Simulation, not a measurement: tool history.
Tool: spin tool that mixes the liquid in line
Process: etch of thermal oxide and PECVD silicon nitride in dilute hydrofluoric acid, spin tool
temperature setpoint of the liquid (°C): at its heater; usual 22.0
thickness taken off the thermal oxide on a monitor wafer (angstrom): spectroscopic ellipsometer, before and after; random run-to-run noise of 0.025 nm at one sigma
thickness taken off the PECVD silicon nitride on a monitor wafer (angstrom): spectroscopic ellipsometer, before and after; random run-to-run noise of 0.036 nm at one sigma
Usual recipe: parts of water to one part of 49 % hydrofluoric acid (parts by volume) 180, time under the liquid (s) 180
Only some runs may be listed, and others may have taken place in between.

| run | hour | temperature setpoint of the liquid (°C) | parts of water to one part of 49 % hydrofluoric acid (parts by volume) | time under the liquid (s) | read-back film thickness of the thermal oxide reference wafer, read on the same gauge (nm) | read-back film thickness of the PECVD silicon nitride reference wafer, read on the same gauge (nm) | thickness taken off the thermal oxide on a monitor wafer (angstrom) | thickness taken off the PECVD silicon nitride on a monitor wafer (angstrom) |
|---|---|---|---|---|---|---|---|---|
| 1 | 0.0 | 22.0 | 180 | 180 | 29.986 | 99.991 | 38.76 | 31.42 |
| 2 | 106.5 | 22.0 | 180 | 180 | 29.979 | 100.007 | 38.32 | 31.20 |
| 3 | 174.5 | 22.0 | 180 | 180 | 30.017 | 100.015 | 38.53 | 31.49 |
| 4 | 235.9 | 22.0 | 180 | 180 | 29.946 | 100.006 | 38.22 | 31.90 |
| 5 | 331.4 | 22.0 | 180 | 180 | 29.955 | 99.956 | 37.93 | 31.41 |
| 6 | 407.4 | 22.0 | 180 | 180 | 30.011 | 100.021 | 37.36 | 30.71 |
| 7 | 463.2 | 22.0 | 180 | 180 | 29.976 | 100.004 | 37.67 | 30.54 |
| 8 | 510.1 | 22.0 | 180 | 180 | 29.998 | 99.994 | 37.84 | 30.71 |
| 9 | 547.8 | 22.0 | 180 | 180 | 29.994 | 99.993 | 37.76 | 30.88 |
| 10 | 837.8 | 22.0 | 205 | 180 | 30.004 | 100.026 | 31.74 | 27.30 |
|  | 885.0 | hydrofluoric acid flow meter replaced |
| 11 | 944.3 | 17.0 | 150 | 150 | 29.990 | 99.981 | 30.23 | 20.50 |
|  | 982.0 | thermometer replaced |
|  | 989.3 | gauge calibrated |
| 12 | 1023.6 | 17.5 | 145 | 115 | 29.960 | 100.015 | 24.37 | 17.22 |
|  | 1078.9 | hydrofluoric acid flow meter replaced, repeated, since the last time left the tool worse |
| 13 | 1091.0 | 18.0 | 120 | 255 | 29.993 | 100.011 | 75.98 | 51.37 |
| 14 | 1150.4 | 22.0 | 180 | 130 | 29.987 | 100.022 | 28.42 | 23.08 |
| 15 | 1191.7 | 18.0 | 245 | 150 | 29.989 | 100.028 | 19.29 | 15.48 |
| 16 | 1284.2 | 22.0 | 180 | 180 | 30.031 | 100.003 | 39.35 | 32.62 |
| 17 | 1347.3 | 22.0 | 130 | 180 | 30.037 | 100.003 | 57.31 | 43.83 |
| 18 | 1446.2 | 22.0 | 140 | 145 | 29.995 | 100.015 | 42.49 | 32.73 |
| 19 | 1483.5 | 22.0 | 180 | 180 | 30.040 | 99.993 | 38.47 | 31.92 |

A few steps of thickness taken off the thermal oxide on a monitor wafer (angstrom) between consecutive runs. Split each: what settings, incoming material and random variation would produce without the hidden state, and what is left over for the hidden state, along with gauge scatter present in only one of the two compared results (measured, and without hidden state):
The hidden state here: liquid colder than its thermometer reads (K); hydrofluoric acid flow below the setpoint (%); gauge reads high (%).
Run 12 -> 13: temperature setpoint of the liquid (°C) 17.5 -> 18.0, parts of water to one part of 49 % hydrofluoric acid (parts by volume) 145 -> 120, time under the liquid (s) 115 -> 255, hydrofluoric acid flow meter replaced, repeated, since the last time left the tool worse. thickness taken off the thermal oxide on a monitor wafer (angstrom) +51.61: hidden state +2.67, all else +48.94.
